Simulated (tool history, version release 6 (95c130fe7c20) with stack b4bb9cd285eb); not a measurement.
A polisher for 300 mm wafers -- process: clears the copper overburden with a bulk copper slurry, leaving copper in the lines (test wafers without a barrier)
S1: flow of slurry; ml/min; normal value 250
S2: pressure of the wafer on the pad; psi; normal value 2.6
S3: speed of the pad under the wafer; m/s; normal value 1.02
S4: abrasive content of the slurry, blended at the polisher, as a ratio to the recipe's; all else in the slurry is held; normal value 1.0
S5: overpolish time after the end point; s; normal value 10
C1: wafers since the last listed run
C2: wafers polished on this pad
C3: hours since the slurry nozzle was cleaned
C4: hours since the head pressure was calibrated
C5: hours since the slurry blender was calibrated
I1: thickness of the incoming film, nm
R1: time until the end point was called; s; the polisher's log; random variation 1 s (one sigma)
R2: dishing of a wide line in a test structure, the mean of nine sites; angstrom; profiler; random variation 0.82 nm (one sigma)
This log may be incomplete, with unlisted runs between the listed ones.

run   hour   S1   S2    S3   S4  S5   C1    C2     C3     C4     C5     I1     R1   R2
  1    0.0  185  2.6  0.80  1.0  10    0    13  498.2  780.8  236.0  886.6  138.8  422
  2   12.3  185  2.6  0.80  1.0  10   91   104  510.5  793.1  248.3  868.6  138.1  424
  3   28.1  185  2.6  0.80  1.0  10  117   222  526.3  808.9  264.1  875.6  137.6  420
  4   36.6  250  2.6  1.02  1.0  10   63   285  534.8  817.4  272.6  870.7  106.3  520
  5   47.8  250  2.6  1.02  1.0  10   83   368  546.0  828.6  283.8  870.6  106.2  541
  6   54.1  250  2.6  1.02  1.0  10   46   414  552.3  834.9  290.1  881.7  106.4  521
  7   66.3  250  2.6  1.02  1.0  10   90   505  564.5  847.1  302.3  891.8  110.1  525
  8   73.5  250  2.0  1.02  1.0  14   53   558  571.7  854.3  309.5  876.0  136.4  541
  9   87.1  250  2.0  1.02  1.0  14  100   659  585.3  867.9  323.1  879.9  138.9  532
 10  103.8  250  2.0  1.02  1.0  14  123   783  602.0  884.6  339.8  889.7  137.0  527
 11  113.5  180  2.6  1.02  1.1  10   71   855  611.7  894.3  349.5  889.5  109.9  517
 12  124.7  180  2.6  1.02  1.1  10   83   938  622.9  905.5  360.7  881.3  107.3  503
 13  138.9  250  2.6  1.02  1.0  10  105  1043  637.1  919.7  374.9  871.3  105.4  519
 14  148.0  250  2.0  1.02  1.0  10   67  1111  646.2  928.8  384.0  873.0  138.2  431
 15  154.9  285  2.6  1.02  1.3   8   51  1162  653.1  935.7  390.9  889.1  102.1  473

Run 16, settings as shown, results not yet in. Your forecast:
     162.0  -- slurry blender recalibrated
     165.7  -- head pressure recalibrated
 16  166.2  205  2.6  1.20  1.0  10  54  1216  664.4  0.5  4.2  875.4   ?   ?

R1: 97.9 s
R2: 534 angstrom
With the hidden condition absent and the run-to-run variation left alone, this run would have shown R1 97.0 s, R2 538 angstrom.

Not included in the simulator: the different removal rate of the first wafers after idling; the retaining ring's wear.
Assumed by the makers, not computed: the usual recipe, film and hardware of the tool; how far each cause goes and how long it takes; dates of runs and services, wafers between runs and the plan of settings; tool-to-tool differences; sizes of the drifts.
